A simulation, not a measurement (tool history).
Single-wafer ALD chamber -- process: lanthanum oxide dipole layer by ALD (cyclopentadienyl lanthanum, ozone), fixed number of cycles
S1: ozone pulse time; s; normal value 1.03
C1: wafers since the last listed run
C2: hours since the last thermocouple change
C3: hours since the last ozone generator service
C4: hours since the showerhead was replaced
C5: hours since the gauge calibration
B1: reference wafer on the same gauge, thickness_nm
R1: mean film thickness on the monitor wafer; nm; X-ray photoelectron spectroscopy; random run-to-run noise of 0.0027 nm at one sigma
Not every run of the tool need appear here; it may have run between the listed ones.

run	hour	S1	C1	C2	C3	C4	C5	B1	R1
1	0	1.03	0	1677	1286.5	2595.8	136.7	0.46	0.443
2	20.7	1.03	437	1697.7	1307.2	2616.5	157.4	0.46	0.44
3	53.4	1.03	690	1730.4	1339.9	2649.2	190.1	0.46	0.438
4	84	1.22	646	1761	1370.5	2679.8	220.7	0.46	0.466
# hour 98.9: gauge calibrated
5	103.3	1.22	407	1780.3	1389.8	2699.1	4.4	0.46	0.466
6	116.2	1.03	272	1793.2	1402.7	2712	17.3	0.46	0.431
7	140.2	1.17	506	1817.2	1426.7	2736	41.3	0.46	0.451
# hour 178.8: showerhead replaced, of another model than before
8	179.3	1.17	656	1856.3	1465.8	0.5	80.4	0.46	0.463
# hour 205.2: ozone generator serviced
# hour 213.3: thermocouple changed; heater temperature recalibrated
9	213.8	1.03	390	0.5	8.6	35	114.9	0.46	0.475
10	218.1	1.37	90	4.8	12.9	39.3	119.2	0.46	0.502
11	240	0.71	462	26.7	34.8	61.2	141.1	0.46	0.439
12	272.4	0.78	684	59.1	67.2	93.6	173.5	0.46	0.444
13	296	0.76	498	82.7	90.8	117.2	197.1	0.46	0.443
14	318.5	1.29	475	105.2	113.3	139.7	219.6	0.46	0.501

Subtracting, for every run, the result it would have given without the tool's unlogged condition from the measured result gives the following. The same run-to-run variation enters both numbers; the gauge's scatter may not:
Unlogged tool condition in this case: wafer temperature above the value expected at the setpoint (K); ozone dose above that of a generator just serviced (%); gauge reads high (%).
run	R1
1	-0.04
2	-0.042
3	-0.045
4	-0.039
5	-0.041
6	-0.049
7	-0.045
8	-0.03
9	-0.006
10	-0.004
11	-0.008
12	-0.007
13	-0.008
14	-0.006
